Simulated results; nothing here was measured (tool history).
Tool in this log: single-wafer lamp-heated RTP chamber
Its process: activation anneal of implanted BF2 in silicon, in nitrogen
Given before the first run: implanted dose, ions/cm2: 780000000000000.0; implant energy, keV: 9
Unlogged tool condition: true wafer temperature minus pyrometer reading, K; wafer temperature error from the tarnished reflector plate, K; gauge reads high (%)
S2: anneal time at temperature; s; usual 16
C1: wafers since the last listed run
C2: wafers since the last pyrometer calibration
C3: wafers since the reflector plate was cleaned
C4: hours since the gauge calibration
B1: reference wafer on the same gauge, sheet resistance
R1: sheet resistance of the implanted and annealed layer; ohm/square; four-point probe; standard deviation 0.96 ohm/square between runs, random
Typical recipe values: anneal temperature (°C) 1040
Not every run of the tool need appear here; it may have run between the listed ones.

{"run": 1, "day": 0.0, "anneal temperature (°C)": 1033, "S2": 16, "C1": 0, "C2": 1096, "C3": 1357, "C4": 709.5, "B1": 251.88, "R1": 256.85}
{"run": 2, "day": 1.208, "anneal temperature (°C)": 1033, "S2": 16, "C1": 451, "C2": 1547, "C3": 1809, "C4": 738.5, "B1": 252.12, "R1": 256.3}
{"run": 3, "day": 2.7, "anneal temperature (°C)": 1040, "S2": 9, "C1": 557, "C2": 2105, "C3": 2366, "C4": 774.3, "B1": 251.93, "R1": 271.55}
{"run": 4, "day": 3.229, "anneal temperature (°C)": 1040, "S2": 9, "C1": 197, "C2": 2302, "C3": 2564, "C4": 787, "B1": 252.22, "R1": 273.03}
{"run": 5, "day": 3.796, "anneal temperature (°C)": 1040, "S2": 9, "C1": 211, "C2": 2514, "C3": 2776, "C4": 800.6, "B1": 252.24, "R1": 271.31}
{"run": 6, "day": 4.375, "anneal temperature (°C)": 1046, "S2": 16, "C1": 216, "C2": 2731, "C3": 2992, "C4": 814.5, "B1": 251.9, "R1": 237.5}
{"run": 7, "day": 5.167, "anneal temperature (°C)": 1040, "S2": 16, "C1": 295, "C2": 3027, "C3": 3288, "C4": 833.5, "B1": 251.97, "R1": 247.08}
{"day": 6.529, "done": "reflector plate cleaned"}
{"run": 8, "day": 9.033, "anneal temperature (°C)": 1040, "S2": 16, "C1": 1320, "C2": 4347, "C3": 935, "C4": 926.3, "B1": 252.34, "R1": 245.98}
{"run": 9, "day": 10.192, "anneal temperature (°C)": 1040, "S2": 16, "C1": 432, "C2": 4780, "C3": 1368, "C4": 954.1, "B1": 252.04, "R1": 245.01}
{"run": 10, "day": 11.267, "anneal temperature (°C)": 1040, "S2": 11, "C1": 401, "C2": 5181, "C3": 1769, "C4": 979.9, "B1": 251.79, "R1": 262.28}
{"run": 11, "day": 12.004, "anneal temperature (°C)": 1040, "S2": 10, "C1": 275, "C2": 5457, "C3": 2045, "C4": 997.6, "B1": 251.98, "R1": 262.89}
{"run": 12, "day": 13.346, "anneal temperature (°C)": 1040, "S2": 10, "C1": 501, "C2": 5958, "C3": 2546, "C4": 1029.8, "B1": 251.95, "R1": 262.28}
{"run": 13, "day": 14.383, "anneal temperature (°C)": 1040, "S2": 10, "C1": 387, "C2": 6346, "C3": 2934, "C4": 1054.7, "B1": 252.19, "R1": 262.6}
{"run": 14, "day": 15.6, "anneal temperature (°C)": 1028, "S2": 16, "C1": 454, "C2": 6801, "C3": 3389, "C4": 1083.9, "B1": 251.77, "R1": 261.49}
{"day": 16.062, "done": "reflector plate cleaned"}
{"run": 15, "day": 16.679, "anneal temperature (°C)": 1040, "S2": 16, "C1": 278, "C2": 7079, "C3": 230, "C4": 1109.8, "B1": 251.97, "R1": 243.11}
{"day": 17.225, "done": "gauge calibrated"}
{"day": 17.967, "done": "pyrometer window cleaned and pyrometer calibrated"}
{"run": 16, "day": 17.988, "anneal temperature (°C)": 1040, "S2": 16, "C1": 364, "C2": 7, "C3": 594, "C4": 18.3, "B1": 251.9, "R1": 238.3}
{"run": 17, "day": 21.625, "anneal temperature (°C)": 1040, "S2": 10, "C1": 1359, "C2": 1366, "C3": 1954, "C4": 105.6, "B1": 252.48, "R1": 256.81}
{"run": 18, "day": 22.746, "anneal temperature (°C)": 1065, "S2": 12, "C1": 418, "C2": 1785, "C3": 2372, "C4": 132.5, "B1": 252.22, "R1": 219.38}
{"day": 23.3, "done": "pyrometer window cleaned and pyrometer calibrated, repeated, since the last time left the tool worse"}
{"run": 19, "day": 23.55, "anneal temperature (°C)": 1028, "S2": 13, "C1": 175, "C2": 93, "C3": 2548, "C4": 151.8, "B1": 252.21, "R1": 275.87}
{"run": 20, "day": 24.883, "anneal temperature (°C)": 1040, "S2": 16, "C1": 498, "C2": 591, "C3": 3047, "C4": 183.8, "B1": 252.19, "R1": 248.95}
{"run": 21, "day": 25.792, "anneal temperature (°C)": 1010, "S2": 20, "C1": 339, "C2": 930, "C3": 3386, "C4": 205.6, "B1": 252.32, "R1": 284.06}
{"day": 26.5, "done": "reflector plate cleaned"}
{"run": 22, "day": 27.096, "anneal temperature (°C)": 1050, "S2": 22, "C1": 362, "C2": 1293, "C3": 222, "C4": 236.9, "B1": 252.07, "R1": 222.69}
{"run": 23, "day": 28.362, "anneal temperature (°C)": 1031, "S2": 16, "C1": 473, "C2": 1766, "C3": 696, "C4": 267.3, "B1": 252.08, "R1": 260.8}
{"run": 24, "day": 29.133, "anneal temperature (°C)": 1031, "S2": 10, "C1": 288, "C2": 2054, "C3": 984, "C4": 285.8, "B1": 251.86, "R1": 282.85}
{"run": 25, "day": 30.579, "anneal temperature (°C)": 1056, "S2": 8, "C1": 540, "C2": 2595, "C3": 1524, "C4": 320.5, "B1": 251.59, "R1": 254.87}

Estimate the outcome of run 26 from the log above:
{"run": 26, "day": 31.262, "anneal temperature (°C)": 1028, "S2": 13, "C1": 255, "C2": 2850, "C3": 1779, "C4": 336.9, "B1": "?", "R1": "?"}

{"run 26": {"B1": 251.87, "R1": 274.43}}
Had the tool carried no hidden state, the very same run would have given R1 276.06 ohm/square.
